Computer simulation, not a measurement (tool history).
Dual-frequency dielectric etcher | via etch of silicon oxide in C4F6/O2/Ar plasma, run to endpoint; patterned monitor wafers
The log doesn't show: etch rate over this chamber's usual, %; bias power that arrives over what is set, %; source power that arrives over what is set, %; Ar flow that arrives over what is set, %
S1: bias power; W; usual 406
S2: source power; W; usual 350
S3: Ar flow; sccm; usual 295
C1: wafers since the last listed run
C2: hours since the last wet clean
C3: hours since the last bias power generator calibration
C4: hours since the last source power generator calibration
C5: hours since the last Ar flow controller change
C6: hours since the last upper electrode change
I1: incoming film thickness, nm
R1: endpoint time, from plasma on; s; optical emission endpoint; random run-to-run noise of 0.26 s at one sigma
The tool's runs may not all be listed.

Run 1, hour 0.0: usual settings but S2 310 W; C1 0; C2 374.5; C3 1925.2; C4 3169.5; C5 2976.6; C6 4025.9; I1 136.2. Result: R1 37.0 s.
Run 2, hour 27.3: usual settings but S2 380 W; C1 371; C2 401.8; C3 1952.5; C4 3196.8; C5 3003.9; C6 4053.2; I1 135.4. Result: R1 34.0 s.
Run 3, hour 61.1: usual settings but S3 348 sccm; C1 459; C2 435.6; C3 1986.3; C4 3230.6; C5 3037.7; C6 4087.0; I1 136.4. Result: R1 36.6 s.
Run 4, hour 92.5: usual settings; C1 426; C2 467.0; C3 2017.7; C4 3262.0; C5 3069.1; C6 4118.4; I1 135.8. Result: R1 35.8 s.
Run 5, hour 118.9: usual settings; C1 358; C2 493.4; C3 2044.1; C4 3288.4; C5 3095.5; C6 4144.8; I1 137.0. Result: R1 36.3 s.
Run 6, hour 153.1: usual settings; C1 465; C2 527.6; C3 2078.3; C4 3322.6; C5 3129.7; C6 4179.0; I1 136.4. Result: R1 36.0 s.
Run 7, hour 170.9: usual settings; C1 242; C2 545.4; C3 2096.1; C4 3340.4; C5 3147.5; C6 4196.8; I1 136.5. Result: R1 35.9 s.
Run 8, hour 191.5: usual settings but S2 390 W; C1 280; C2 566.0; C3 2116.7; C4 3361.0; C5 3168.1; C6 4217.4; I1 138.0. Result: R1 35.3 s.
At hour 219.5: upper electrode replaced.
Run 9, hour 222.0: usual settings but S2 390 W; C1 88; C2 596.5; C3 2147.2; C4 3391.5; C5 3198.6; C6 2.5; I1 138.0. Result: R1 35.3 s.
At hour 253.3: wet clean of the chamber.
Run 10, hour 253.8: usual settings but S2 390 W; C1 106; C2 0.5; C3 2179.0; C4 3423.3; C5 3230.4; C6 34.3; I1 136.4. Result: R1 32.8 s.
Run 11, hour 262.4: usual settings; C1 116; C2 9.1; C3 2187.6; C4 3431.9; C5 3239.0; C6 42.9; I1 137.8. Result: R1 34.7 s.
Run 12, hour 277.6: usual settings; C1 206; C2 24.3; C3 2202.8; C4 3447.1; C5 3254.2; C6 58.1; I1 138.8. Result: R1 34.8 s.
Run 13, hour 293.9: usual settings; C1 221; C2 40.6; C3 2219.1; C4 3463.4; C5 3270.5; C6 74.4; I1 136.6. Result: R1 34.1 s.
Run 14, hour 309.4: usual settings but S1 449 W, S3 258 sccm; C1 210; C2 56.1; C3 2234.6; C4 3478.9; C5 3286.0; C6 89.9; I1 136.4. Result: R1 32.6 s.
At hour 314.2: bias power generator calibrated.
At hour 322.9: Ar flow controller replaced.
Run 15, hour 343.5: usual settings but S1 375 W, S2 400 W, S3 330 sccm; C1 327; C2 90.2; C3 29.3; C4 3513.0; C5 20.6; C6 124.0; I1 137.8. Result: R1 34.7 s.
Run 16, hour 373.9: usual settings but S1 436 W, S2 390 W, S3 321 sccm; C1 413; C2 120.6; C3 59.7; C4 3543.4; C5 51.0; C6 154.4; I1 137.2. Result: R1 33.0 s.
At hour 392.6: source power generator calibrated.
Run 17, hour 393.1: usual settings but S2 430 W, S3 316 sccm; C1 206; C2 139.8; C3 78.9; C4 0.5; C5 70.2; C6 173.6; I1 137.2. Result: R1 32.3 s.
Run 18, hour 406.3: usual settings but S2 390 W, S3 232 sccm; C1 179; C2 153.0; C3 92.1; C4 13.7; C5 83.4; C6 186.8; I1 137.3. Result: R1 31.7 s.
Run 19, hour 420.3: usual settings but S1 497 W; C1 190; C2 167.0; C3 106.1; C4 27.7; C5 97.4; C6 200.8; I1 137.2. Result: R1 31.8 s.
Run 20, hour 442.8: usual settings but S1 457 W, S2 260 W, S3 349 sccm; C1 305; C2 189.5; C3 128.6; C4 50.2; C5 119.9; C6 223.3; I1 137.5. Result: R1 38.8 s.
Run 21, hour 462.6: usual settings but S1 370 W, S3 222 sccm; C1 269; C2 209.3; C3 148.4; C4 70.0; C5 139.7; C6 243.1; I1 137.9. Result: R1 34.1 s.
Run 22, hour 498.5: usual settings but S1 316 W, S2 390 W, S3 269 sccm; C1 488; C2 245.2; C3 184.3; C4 105.9; C5 175.6; C6 279.0; I1 136.0. Result: R1 35.7 s.
Run 23, hour 519.1: usual settings; C1 280; C2 265.8; C3 204.9; C4 126.5; C5 196.2; C6 299.6; I1 136.7. Result: R1 34.9 s.
Run 24, hour 542.9: usual settings but S1 436 W, S2 430 W; C1 323; C2 289.6; C3 228.7; C4 150.3; C5 220.0; C6 323.4; I1 137.7. Result: R1 31.3 s.
Run 25, hour 561.2: usual settings but S3 315 sccm; C1 248; C2 307.9; C3 247.0; C4 168.6; C5 238.3; C6 341.7; I1 137.1. Result: R1 35.4 s.
Run 26, hour 597.0: usual settings but S1 316 W, S2 390 W, S3 269 sccm; C1 486; C2 343.7; C3 282.8; C4 204.4; C5 274.1; C6 377.5; I1 138.5. Result: R1 37.3 s.

Below, each run's measurement less what the same run would have read without the hidden state. Both values contain the same run-to-run variation, but the gauge's scatter may not be the same in both:
run    R1
  1  +1.4
  2  +1.3
  3  +1.6
  4  +1.6
  5  +1.8
  6  +1.8
  7  +1.9
  8  +1.9
  9  +2.0
 10  -0.3
 11  -0.4
 12  -0.3
 13  -0.3
 14  -0.1
 15  +0.0
 16  +0.0
 17  +0.1
 18  +0.1
 19  +0.2
 20  +0.3
 21  +0.3
 22  +0.4
 23  +0.5
 24  +0.5
 25  +0.6
 26  +0.7

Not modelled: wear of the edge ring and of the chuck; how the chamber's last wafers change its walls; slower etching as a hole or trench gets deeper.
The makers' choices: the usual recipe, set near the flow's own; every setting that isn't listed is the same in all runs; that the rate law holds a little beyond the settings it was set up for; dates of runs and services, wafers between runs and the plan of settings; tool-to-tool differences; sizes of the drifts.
